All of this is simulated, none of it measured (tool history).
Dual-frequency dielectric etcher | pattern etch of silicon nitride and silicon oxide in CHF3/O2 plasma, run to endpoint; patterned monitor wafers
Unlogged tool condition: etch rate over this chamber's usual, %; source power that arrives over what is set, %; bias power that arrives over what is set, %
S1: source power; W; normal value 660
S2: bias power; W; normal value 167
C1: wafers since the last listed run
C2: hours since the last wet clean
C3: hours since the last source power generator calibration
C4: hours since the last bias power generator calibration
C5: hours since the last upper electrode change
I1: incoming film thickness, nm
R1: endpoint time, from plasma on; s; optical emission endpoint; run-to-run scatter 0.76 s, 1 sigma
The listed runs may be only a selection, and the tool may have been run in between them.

Run 1, day 0.000: usual settings; C1 0; C2 420.8; C3 1728.6; C4 2598.5; C5 2362.6; I1 325.3. Result: R1 221.3 s.
Run 2, day 0.671: usual settings but S2 138 W; C1 104; C2 436.9; C3 1744.7; C4 2614.6; C5 2378.7; I1 326.1. Result: R1 240.7 s.
Run 3, day 0.925: usual settings but S2 138 W; C1 39; C2 443.0; C3 1750.8; C4 2620.7; C5 2384.8; I1 327.1. Result: R1 242.4 s.
Run 4, day 1.250: usual settings; C1 50; C2 450.8; C3 1758.6; C4 2628.5; C5 2392.6; I1 327.4. Result: R1 223.6 s.
At day 2.446: source power generator calibrated.
At day 2.492: wet clean of the chamber.
Run 5, day 2.512: usual settings but S1 760 W, S2 151 W; C1 164; C2 0.5; C3 1.6; C4 2658.8; C5 2422.9; I1 324.0. Result: R1 213.5 s.
Run 6, day 2.525: usual settings but S1 760 W, S2 151 W; C1 1; C2 0.8; C3 1.9; C4 2659.1; C5 2423.2; I1 326.5. Result: R1 214.9 s.
Run 7, day 2.762: usual settings; C1 36; C2 6.5; C3 7.6; C4 2664.8; C5 2428.9; I1 326.9. Result: R1 213.1 s.
Run 8, day 3.125: usual settings but S1 740 W, S2 147 W; C1 56; C2 15.2; C3 16.3; C4 2673.5; C5 2437.6; I1 325.8. Result: R1 219.9 s.
At day 3.450: bias power generator calibrated.
At day 4.738: upper electrode replaced.
Run 9, day 4.758: usual settings; C1 72; C2 54.4; C3 55.5; C4 31.4; C5 0.5; I1 323.2. Result: R1 212.2 s.

Forecast run 10:
Run 10, day 4.771: usual settings but S1 600 W, S2 195 W; C1 1; C2 54.7; C3 55.8; C4 31.7; C5 0.8; I1 325.6. Result: R1 ?.

{"run 10": {"R1": 204.7}}
With no hidden state in the tool, this same run would have given R1 203.5 s.
